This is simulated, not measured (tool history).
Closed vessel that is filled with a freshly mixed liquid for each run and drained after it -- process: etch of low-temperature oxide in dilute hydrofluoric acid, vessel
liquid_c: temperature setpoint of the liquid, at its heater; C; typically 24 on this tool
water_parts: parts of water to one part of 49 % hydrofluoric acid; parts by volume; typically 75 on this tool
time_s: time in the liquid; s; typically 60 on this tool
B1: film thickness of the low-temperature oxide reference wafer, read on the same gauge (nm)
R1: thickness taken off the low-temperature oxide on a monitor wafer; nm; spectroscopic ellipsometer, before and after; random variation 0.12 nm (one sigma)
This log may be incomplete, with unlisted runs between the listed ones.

{"run": 1, "hour": 0.0, "liquid_c": 24, "water_parts": 75, "time_s": 60, "B1": 70.06, "R1": 21.13}
{"run": 2, "hour": 24.2, "liquid_c": 24, "water_parts": 75, "time_s": 60, "B1": 70.07, "R1": 21.09}
{"run": 3, "hour": 53.1, "liquid_c": 24, "water_parts": 75, "time_s": 60, "B1": 70, "R1": 21.5}
{"run": 4, "hour": 88.0, "liquid_c": 24, "water_parts": 75, "time_s": 45, "B1": 69.99, "R1": 15.98}
{"run": 5, "hour": 105.3, "liquid_c": 24, "water_parts": 55, "time_s": 60, "B1": 70, "R1": 29.66}
{"run": 6, "hour": 120.3, "liquid_c": 24, "water_parts": 55, "time_s": 60, "B1": 70.02, "R1": 29.58}
{"run": 7, "hour": 164.0, "liquid_c": 24, "water_parts": 55, "time_s": 60, "B1": 70, "R1": 29.91}
{"run": 8, "hour": 198.2, "liquid_c": 24, "water_parts": 75, "time_s": 60, "B1": 70.02, "R1": 21.4}
{"run": 9, "hour": 226.7, "liquid_c": 24, "water_parts": 75, "time_s": 60, "B1": 70.03, "R1": 21.39}
{"run": 10, "hour": 251.5, "liquid_c": 26, "water_parts": 75, "time_s": 60, "B1": 70.01, "R1": 23.16}
{"run": 11, "hour": 284.4, "liquid_c": 27.5, "water_parts": 75, "time_s": 60, "B1": 70.03, "R1": 24.78}
{"run": 12, "hour": 331.2, "liquid_c": 24, "water_parts": 75, "time_s": 60, "B1": 70, "R1": 21.82}
{"run": 13, "hour": 364.2, "liquid_c": 24, "water_parts": 75, "time_s": 60, "B1": 69.99, "R1": 21.21}
{"hour": 399.4, "done": "thermometer replaced"}
{"hour": 433.1, "done": "gauge calibrated"}
{"run": 14, "hour": 468.4, "liquid_c": 24, "water_parts": 45, "time_s": 60, "B1": 69.99, "R1": 37.43}
{"run": 15, "hour": 567.1, "liquid_c": 24, "water_parts": 95, "time_s": 60, "B1": 69.97, "R1": 16.72}
{"run": 16, "hour": 588.3, "liquid_c": 22, "water_parts": 100, "time_s": 70, "B1": 70.05, "R1": 16.92}
{"run": 17, "hour": 601.7, "liquid_c": 20, "water_parts": 75, "time_s": 60, "B1": 70.01, "R1": 18.33}
{"run": 18, "hour": 620.2, "liquid_c": 24, "water_parts": 75, "time_s": 60, "B1": 69.99, "R1": 21.58}
{"run": 19, "hour": 643.4, "liquid_c": 20.5, "water_parts": 75, "time_s": 60, "B1": 70.05, "R1": 18.77}
{"run": 20, "hour": 668.7, "liquid_c": 24, "water_parts": 75, "time_s": 90, "B1": 69.98, "R1": 32.91}
{"run": 21, "hour": 701.9, "liquid_c": 21, "water_parts": 75, "time_s": 35, "B1": 69.94, "R1": 11.3}
{"hour": 723.0, "done": "hydrofluoric acid flow meter replaced"}
{"run": 22, "hour": 737.3, "liquid_c": 25.5, "water_parts": 100, "time_s": 90, "B1": 70.03, "R1": 24.28}
{"run": 23, "hour": 790.8, "liquid_c": 26, "water_parts": 100, "time_s": 60, "B1": 70, "R1": 16.7}
{"run": 24, "hour": 807.4, "liquid_c": 24, "water_parts": 55, "time_s": 45, "B1": 69.96, "R1": 21.87}
{"run": 25, "hour": 821.9, "liquid_c": 24, "water_parts": 95, "time_s": 60, "B1": 70.01, "R1": 15.99}
{"run": 26, "hour": 842.9, "liquid_c": 24, "water_parts": 60, "time_s": 75, "B1": 69.95, "R1": 33.65}
{"run": 27, "hour": 861.5, "liquid_c": 24, "water_parts": 75, "time_s": 60, "B1": 70, "R1": 20.75}
{"run": 28, "hour": 888.0, "liquid_c": 24, "water_parts": 45, "time_s": 60, "B1": 69.95, "R1": 36.74}
{"run": 29, "hour": 913.5, "liquid_c": 24, "water_parts": 35, "time_s": 60, "B1": 69.98, "R1": 47.2}

Branching from run 29: 4 alternative next runs. What would each branch give?
{"run": "A", "hour": 914.2, "liquid_c": 24, "water_parts": 75, "time_s": 60, "B1": "?", "R1": "?"}
{"run": "B", "hour": 914.2, "liquid_c": 28.5, "water_parts": 105, "time_s": 50, "B1": "?", "R1": "?"}
{"run": "C", "hour": 914.2, "liquid_c": 24, "water_parts": 75, "time_s": 80, "B1": "?", "R1": "?"}
{"run": "D", "hour": 914.2, "liquid_c": 22.5, "water_parts": 90, "time_s": 60, "B1": "?", "R1": "?"}

run=A B1=70 R1=20.9
run=B B1=70 R1=14.27
run=C B1=70 R1=27.87
run=D B1=70 R1=16.09
The same runs, with their run-to-run variation unchanged, on a tool lacking any hidden condition would have given:
run=A R1=20.62
run=B R1=14.07
run=C R1=27.49
run=D R1=15.87
